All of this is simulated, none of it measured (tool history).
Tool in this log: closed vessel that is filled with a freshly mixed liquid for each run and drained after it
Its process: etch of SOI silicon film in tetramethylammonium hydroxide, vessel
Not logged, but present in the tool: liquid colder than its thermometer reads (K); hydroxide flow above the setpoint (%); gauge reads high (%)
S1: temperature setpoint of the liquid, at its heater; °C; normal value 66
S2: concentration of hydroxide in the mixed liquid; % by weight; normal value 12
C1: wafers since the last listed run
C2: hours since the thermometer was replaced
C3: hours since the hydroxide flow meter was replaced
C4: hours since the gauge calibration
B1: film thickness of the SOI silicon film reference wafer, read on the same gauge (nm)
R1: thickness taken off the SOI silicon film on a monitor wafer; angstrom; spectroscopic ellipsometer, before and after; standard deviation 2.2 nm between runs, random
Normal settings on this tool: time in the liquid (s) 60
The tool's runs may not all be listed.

run 1 hour=0 | S1=66 S2=12 time_in_the_liquid_(s)=60 | C1=0 C2=517.6 C3=152.9 C4=332.3 | B1=29.98 | R1=3319.4
run 2 hour=10.6 | S1=66 S2=12 time_in_the_liquid_(s)=60 | C1=1072 C2=528.2 C3=163.5 C4=342.9 | B1=29.98 | R1=3293.6
run 3 hour=18.9 | S1=66 S2=12 time_in_the_liquid_(s)=60 | C1=839 C2=536.5 C3=171.8 C4=351.2 | B1=30.01 | R1=3261.8
run 4 hour=26.9 | S1=66 S2=12 time_in_the_liquid_(s)=60 | C1=809 C2=544.5 C3=179.8 C4=359.2 | B1=30.01 | R1=3291.4
run 5 hour=42.9 | S1=66 S2=12 time_in_the_liquid_(s)=60 | C1=1618 C2=560.5 C3=195.8 C4=375.2 | B1=29.99 | R1=3288.2
run 6 hour=94.1 | S1=66 S2=12 time_in_the_liquid_(s)=60 | C1=5180 C2=611.7 C3=247 C4=426.4 | B1=29.96 | R1=3282.3
run 7 hour=107.4 | S1=66 S2=12 time_in_the_liquid_(s)=60 | C1=1345 C2=625 C3=260.3 C4=439.7 | B1=30 | R1=3297.1
run 8 hour=122.3 | S1=66 S2=12 time_in_the_liquid_(s)=60 | C1=1507 C2=639.9 C3=275.2 C4=454.6 | B1=30.03 | R1=3305.4
run 9 hour=138.7 | S1=66 S2=12 time_in_the_liquid_(s)=60 | C1=1659 C2=656.3 C3=291.6 C4=471 | B1=29.96 | R1=3280.4
-- hour=139.6 gauge calibrated
-- hour=142.7 thermometer replaced
run 10 hour=147.9 | S1=63 S2=12 time_in_the_liquid_(s)=60 | C1=829 C2=5.2 C3=300.8 C4=8.3 | B1=30.03 | R1=2725.2
run 11 hour=154 | S1=66 S2=12 time_in_the_liquid_(s)=60 | C1=617 C2=11.3 C3=306.9 C4=14.4 | B1=30.01 | R1=3289.4
run 12 hour=168.2 | S1=63.5 S2=11 time_in_the_liquid_(s)=60 | C1=1436 C2=25.5 C3=321.1 C4=28.6 | B1=30.02 | R1=2910.3
run 13 hour=179.8 | S1=63.5 S2=11 time_in_the_liquid_(s)=60 | C1=1173 C2=37.1 C3=332.7 C4=40.2 | B1=30 | R1=2899.3
run 14 hour=195.2 | S1=66 S2=12 time_in_the_liquid_(s)=60 | C1=1558 C2=52.5 C3=348.1 C4=55.6 | B1=30 | R1=3231.1
run 15 hour=208.3 | S1=60.5 S2=15 time_in_the_liquid_(s)=90 | C1=1325 C2=65.6 C3=361.2 C4=68.7 | B1=29.96 | R1=3160.3
run 16 hour=216.7 | S1=66 S2=12 time_in_the_liquid_(s)=60 | C1=849 C2=74 C3=369.6 C4=77.1 | B1=30.03 | R1=3238.1
run 17 hour=229.8 | S1=73 S2=12 time_in_the_liquid_(s)=70 | C1=1325 C2=87.1 C3=382.7 C4=90.2 | B1=29.99 | R1=5742.5
run 18 hour=246.9 | S1=64 S2=14 time_in_the_liquid_(s)=60 | C1=1730 C2=104.2 C3=399.8 C4=107.3 | B1=30.02 | R1=2665.9
run 19 hour=256.2 | S1=66 S2=12 time_in_the_liquid_(s)=60 | C1=940 C2=113.5 C3=409.1 C4=116.6 | B1=30.05 | R1=3247.4
run 20 hour=264.3 | S1=60.5 S2=9.5 time_in_the_liquid_(s)=60 | C1=819 C2=121.6 C3=417.2 C4=124.7 | B1=30.03 | R1=2536.8
run 21 hour=276.1 | S1=58 S2=14.5 time_in_the_liquid_(s)=70 | C1=1193 C2=133.4 C3=429 C4=136.5 | B1=29.98 | R1=2118.6
-- hour=309.3 hydroxide flow meter replaced
run 22 hour=315.4 | S1=60.5 S2=15 time_in_the_liquid_(s)=90 | C1=3875 C2=172.7 C3=6.1 C4=175.8 | B1=29.98 | R1=3175.6
run 23 hour=321.9 | S1=66 S2=10.5 time_in_the_liquid_(s)=60 | C1=657 C2=179.2 C3=12.6 C4=182.3 | B1=30.01 | R1=3532.8
run 24 hour=333.3 | S1=66 S2=12 time_in_the_liquid_(s)=60 | C1=1153 C2=190.6 C3=24 C4=193.7 | B1=30.01 | R1=3324.5
run 25 hour=342.9 | S1=70 S2=10.5 time_in_the_liquid_(s)=30 | C1=971 C2=200.2 C3=33.6 C4=203.3 | B1=30.03 | R1=2233
run 26 hour=360.5 | S1=61.5 S2=15.5 time_in_the_liquid_(s)=80 | C1=1780 C2=217.8 C3=51.2 C4=220.9 | B1=30.03 | R1=3009.5
run 27 hour=371.3 | S1=66 S2=14 time_in_the_liquid_(s)=60 | C1=1092 C2=228.6 C3=62 C4=231.7 | B1=29.98 | R1=3109.6
run 28 hour=379.1 | S1=72 S2=10 time_in_the_liquid_(s)=50 | C1=789 C2=236.4 C3=69.8 C4=239.5 | B1=30.03 | R1=4253
run 29 hour=394.2 | S1=71 S2=8.5 time_in_the_liquid_(s)=90 | C1=1527 C2=251.5 C3=84.9 C4=254.6 | B1=29.99 | R1=7618.6

Results for each run, recomputed without the tool's hidden state and with each run's random variation untouched:
run=1 R1=3372.7
run=2 R1=3349.7
run=3 R1=3319.9
run=4 R1=3352.6
run=5 R1=3354.2
run=6 R1=3363.9
run=7 R1=3383.1
run=8 R1=3396.4
run=9 R1=3375.7
run=10 R1=2806.9
run=11 R1=3389.9
run=12 R1=2992.4
run=13 R1=2983.9
run=14 R1=3342.5
run=15 R1=3247.5
run=16 R1=3356.4
run=17 R1=5959.7
run=18 R1=2784.5
run=19 R1=3378.5
run=20 R1=2625.6
run=21 R1=2202.6
run=22 R1=3184.9
run=23 R1=3545.6
run=24 R1=3342.4
run=25 R1=2244.7
run=26 R1=3028.7
run=27 R1=3144.1
run=28 R1=4284.7
run=29 R1=7687.7
